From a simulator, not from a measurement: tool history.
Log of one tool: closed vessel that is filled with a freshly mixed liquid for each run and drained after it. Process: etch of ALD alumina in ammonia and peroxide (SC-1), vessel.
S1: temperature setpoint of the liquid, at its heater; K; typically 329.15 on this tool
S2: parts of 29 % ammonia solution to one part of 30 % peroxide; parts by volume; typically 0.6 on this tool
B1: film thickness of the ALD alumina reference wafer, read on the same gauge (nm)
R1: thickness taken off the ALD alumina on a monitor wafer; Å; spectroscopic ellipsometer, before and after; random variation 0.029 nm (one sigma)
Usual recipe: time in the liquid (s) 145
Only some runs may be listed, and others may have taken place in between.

{"run": 1, "day": 0.0, "S1": 325.15, "S2": 0.6, "time in the liquid (s)": 145, "B1": 50, "R1": 94.4}
{"run": 2, "day": 2.962, "S1": 325.15, "S2": 0.6, "time in the liquid (s)": 145, "B1": 50, "R1": 94.7}
{"run": 3, "day": 8.858, "S1": 325.15, "S2": 0.6, "time in the liquid (s)": 145, "B1": 49.98, "R1": 94.8}
{"run": 4, "day": 10.262, "S1": 329.15, "S2": 0.8, "time in the liquid (s)": 145, "B1": 50.01, "R1": 120}
{"run": 5, "day": 11.679, "S1": 329.15, "S2": 0.8, "time in the liquid (s)": 145, "B1": 49.99, "R1": 121.2}
{"day": 13.146, "done": "new drum of ammonia solution connected"}
{"run": 6, "day": 13.425, "S1": 329.15, "S2": 0.6, "time in the liquid (s)": 185, "B1": 49.99, "R1": 149.6}
{"run": 7, "day": 16.071, "S1": 329.15, "S2": 0.6, "time in the liquid (s)": 185, "B1": 49.98, "R1": 149.6}
{"run": 8, "day": 18.85, "S1": 323.65, "S2": 0.6, "time in the liquid (s)": 175, "B1": 49.99, "R1": 105.3}
{"run": 9, "day": 20.533, "S1": 329.15, "S2": 0.6, "time in the liquid (s)": 145, "B1": 50.01, "R1": 117.1}
{"day": 20.779, "done": "ammonia flow meter replaced"}
{"run": 10, "day": 22.629, "S1": 329.15, "S2": 0.6, "time in the liquid (s)": 80, "B1": 49.99, "R1": 63.9}
{"run": 11, "day": 24.658, "S1": 329.15, "S2": 0.3, "time in the liquid (s)": 145, "B1": 49.99, "R1": 109.2}
{"run": 12, "day": 27.033, "S1": 320.65, "S2": 0.8, "time in the liquid (s)": 215, "B1": 50.02, "R1": 111.8}
{"run": 13, "day": 29.858, "S1": 323.65, "S2": 0.6, "time in the liquid (s)": 220, "B1": 50.01, "R1": 131}
{"day": 31.404, "done": "new drum of ammonia solution connected"}
{"run": 14, "day": 31.458, "S1": 329.15, "S2": 0.6, "time in the liquid (s)": 145, "B1": 50.02, "R1": 116.6}
{"run": 15, "day": 33.592, "S1": 323.65, "S2": 0.6, "time in the liquid (s)": 175, "B1": 50, "R1": 104.6}
{"run": 16, "day": 34.712, "S1": 329.15, "S2": 0.85, "time in the liquid (s)": 120, "B1": 49.95, "R1": 99.4}
{"day": 35.571, "done": "thermometer replaced"}
{"run": 17, "day": 40.075, "S1": 321.65, "S2": 0.35, "time in the liquid (s)": 145, "B1": 50.04, "R1": 77}
{"day": 41.996, "done": "ammonia flow meter replaced"}
{"run": 18, "day": 42.542, "S1": 329.15, "S2": 0.75, "time in the liquid (s)": 200, "B1": 50.02, "R1": 169.1}
{"day": 43.862, "done": "gauge calibrated"}
{"run": 19, "day": 44.554, "S1": 329.15, "S2": 0.4, "time in the liquid (s)": 70, "B1": 49.98, "R1": 56.1}
{"run": 20, "day": 47.4, "S1": 329.15, "S2": 0.6, "time in the liquid (s)": 200, "B1": 49.99, "R1": 166.5}
{"run": 21, "day": 50.075, "S1": 329.15, "S2": 0.6, "time in the liquid (s)": 145, "B1": 49.98, "R1": 120.2}
{"day": 50.488, "done": "new drum of ammonia solution connected"}
{"run": 22, "day": 51.542, "S1": 319.15, "S2": 0.4, "time in the liquid (s)": 85, "B1": 49.95, "R1": 39.3}
{"run": 23, "day": 54.033, "S1": 329.15, "S2": 0.4, "time in the liquid (s)": 70, "B1": 49.97, "R1": 56}
{"run": 24, "day": 56.954, "S1": 333.65, "S2": 0.7, "time in the liquid (s)": 145, "B1": 49.99, "R1": 154.4}
{"day": 60.538, "done": "ammonia flow meter replaced"}
{"run": 25, "day": 65.104, "S1": 332.15, "S2": 0.75, "time in the liquid (s)": 75, "B1": 49.98, "R1": 74}
{"run": 26, "day": 67.225, "S1": 335.65, "S2": 0.75, "time in the liquid (s)": 145, "B1": 50.01, "R1": 171.2}

Forecast run 27:
{"run": 27, "day": 68.496, "S1": 329.15, "S2": 0.6, "time in the liquid (s)": 85, "B1": "?", "R1": "?"}

{"run 27": {"B1": 49.98, "R1": 70.5}}
Minus the tool's unlogged condition, the same run would have read R1 71 Å.

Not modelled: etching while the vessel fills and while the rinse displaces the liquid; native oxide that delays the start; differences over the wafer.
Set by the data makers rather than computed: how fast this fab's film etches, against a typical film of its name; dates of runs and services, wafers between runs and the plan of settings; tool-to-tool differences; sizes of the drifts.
